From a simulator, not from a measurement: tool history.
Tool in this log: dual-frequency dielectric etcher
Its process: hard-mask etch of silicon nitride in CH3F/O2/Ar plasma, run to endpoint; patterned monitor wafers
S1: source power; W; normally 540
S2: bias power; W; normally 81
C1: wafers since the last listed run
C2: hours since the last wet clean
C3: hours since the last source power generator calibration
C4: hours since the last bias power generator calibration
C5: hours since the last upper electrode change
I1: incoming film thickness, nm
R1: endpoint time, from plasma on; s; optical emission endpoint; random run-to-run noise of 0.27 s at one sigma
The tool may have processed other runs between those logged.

Run 1, hour 0.0: usual settings; C1 0; C2 392.1; C3 835.8; C4 2234.6; C5 1209.4; I1 54.0. Result: R1 76.2 s.
Run 2, hour 108.0: usual settings; C1 1593; C2 500.1; C3 943.8; C4 2342.6; C5 1317.4; I1 53.6. Result: R1 75.0 s.
At hour 141.0: wet clean of the chamber.
Run 3, hour 164.2: usual settings; C1 475; C2 23.2; C3 1000.0; C4 2398.8; C5 1373.6; I1 54.0. Result: R1 74.4 s.
Run 4, hour 206.8: usual settings; C1 628; C2 65.8; C3 1042.6; C4 2441.4; C5 1416.2; I1 54.1. Result: R1 75.1 s.
Run 5, hour 283.1: usual settings; C1 1125; C2 142.1; C3 1118.9; C4 2517.7; C5 1492.5; I1 54.5. Result: R1 75.8 s.
Run 6, hour 333.0: usual settings; C1 736; C2 192.0; C3 1168.8; C4 2567.6; C5 1542.4; I1 53.6. Result: R1 74.9 s.
Run 7, hour 418.1: usual settings; C1 1255; C2 277.1; C3 1253.9; C4 2652.7; C5 1627.5; I1 53.8. Result: R1 75.4 s.
Run 8, hour 511.3: usual settings; C1 1375; C2 370.3; C3 1347.1; C4 2745.9; C5 1720.7; I1 54.2. Result: R1 75.9 s.
Run 9, hour 594.6: usual settings; C1 1229; C2 453.6; C3 1430.4; C4 2829.2; C5 1804.0; I1 54.1. Result: R1 75.8 s.
Run 10, hour 672.6: usual settings but S1 610 W; C1 1150; C2 531.6; C3 1508.4; C4 2907.2; C5 1882.0; I1 53.7. Result: R1 71.5 s.
At hour 715.9: wet clean of the chamber.
Run 11, hour 746.8: usual settings but S1 610 W; C1 740; C2 30.9; C3 1582.6; C4 2981.4; C5 1956.2; I1 54.4. Result: R1 71.0 s.
At hour 770.2: bias power generator calibrated.
Run 12, hour 849.9: usual settings but S1 610 W; C1 1462; C2 134.0; C3 1685.7; C4 79.7; C5 2059.3; I1 54.4. Result: R1 71.5 s.
Run 13, hour 940.3: usual settings; C1 1333; C2 224.4; C3 1776.1; C4 170.1; C5 2149.7; I1 54.1. Result: R1 75.8 s.
Run 14, hour 1023.4: usual settings but S1 640 W, S2 70 W; C1 1226; C2 307.5; C3 1859.2; C4 253.2; C5 2232.8; I1 54.0. Result: R1 74.4 s.
Run 15, hour 1125.0: usual settings but S2 64 W; C1 1499; C2 409.1; C3 1960.8; C4 354.8; C5 2334.4; I1 53.9. Result: R1 83.9 s.
At hour 1195.0: wet clean of the chamber.
Run 16, hour 1195.5: usual settings but S2 92 W; C1 686; C2 0.5; C3 2031.3; C4 425.3; C5 2404.9; I1 54.7. Result: R1 71.6 s.
At hour 1241.0: upper electrode replaced, of another model than before.
Run 17, hour 1286.8: usual settings but S2 62 W; C1 992; C2 91.8; C3 2122.6; C4 516.6; C5 45.8; I1 54.1. Result: R1 90.6 s.
Run 18, hour 1391.3: usual settings but S1 430 W, S2 89 W; C1 1541; C2 196.3; C3 2227.1; C4 621.1; C5 150.3; I1 54.1. Result: R1 87.5 s.
Run 19, hour 1487.9: usual settings but S1 460 W, S2 89 W; C1 1425; C2 292.9; C3 2323.7; C4 717.7; C5 246.9; I1 54.0. Result: R1 81.7 s.
At hour 1544.5: source power generator calibrated.
Run 20, hour 1554.9: usual settings; C1 929; C2 359.9; C3 10.4; C4 784.7; C5 313.9; I1 54.3. Result: R1 76.2 s.
At hour 1665.1: wet clean of the chamber.
Run 21, hour 1665.6: usual settings; C1 1279; C2 0.5; C3 121.1; C4 895.4; C5 424.6; I1 54.0. Result: R1 74.1 s.
Run 22, hour 1767.6: usual settings but S1 630 W; C1 1504; C2 102.5; C3 223.1; C4 997.4; C5 526.6; I1 54.2. Result: R1 66.8 s.
Run 23, hour 1805.7: usual settings but S1 420 W, S2 64 W; C1 562; C2 140.6; C3 261.2; C4 1035.5; C5 564.7; I1 54.2. Result: R1 112.3 s.
Run 24, hour 1895.6: usual settings but S1 490 W; C1 1326; C2 230.5; C3 351.1; C4 1125.4; C5 654.6; I1 53.9. Result: R1 81.0 s.
Run 25, hour 1941.4: usual settings but S1 500 W, S2 92 W; C1 675; C2 276.3; C3 396.9; C4 1171.2; C5 700.4; I1 54.2. Result: R1 74.1 s.
Run 26, hour 2007.8: usual settings but S1 590 W; C1 979; C2 342.7; C3 463.3; C4 1237.6; C5 766.8; I1 54.5. Result: R1 70.5 s.
Run 27, hour 2068.6: usual settings; C1 897; C2 403.5; C3 524.1; C4 1298.4; C5 827.6; I1 53.8. Result: R1 75.3 s.

5 options for the next run, each taken on its own from the tool as it stands now. Forecast them:
Run A, hour 2069.0: usual settings but S2 67 W; C1 5; C2 403.9; C3 524.5; C4 1298.8; C5 828.0; I1 54.3. Result: R1 ?.
Run B, hour 2069.0: usual settings but S1 480 W, S2 73 W; C1 5; C2 403.9; C3 524.5; C4 1298.8; C5 828.0; I1 54.3. Result: R1 ?.
Run C, hour 2069.0: usual settings but S1 410 W; C1 5; C2 403.9; C3 524.5; C4 1298.8; C5 828.0; I1 54.3. Result: R1 ?.
Run D, hour 2069.0: usual settings but S1 680 W, S2 94 W; C1 5; C2 403.9; C3 524.5; C4 1298.8; C5 828.0; I1 54.3. Result: R1 ?.
Run E, hour 2069.0: usual settings but S1 500 W, S2 66 W; C1 5; C2 403.9; C3 524.5; C4 1298.8; C5 828.0; I1 54.3. Result: R1 ?.

run    R1
  A  86.2
  B  89.9
  C  98.5
  D  58.8
  E  93.1
Had the tool no hidden state, the same runs would have come out as:
run    R1
  A  85.5
  B  89.0
  C  97.6
  D  58.3
  E  92.2
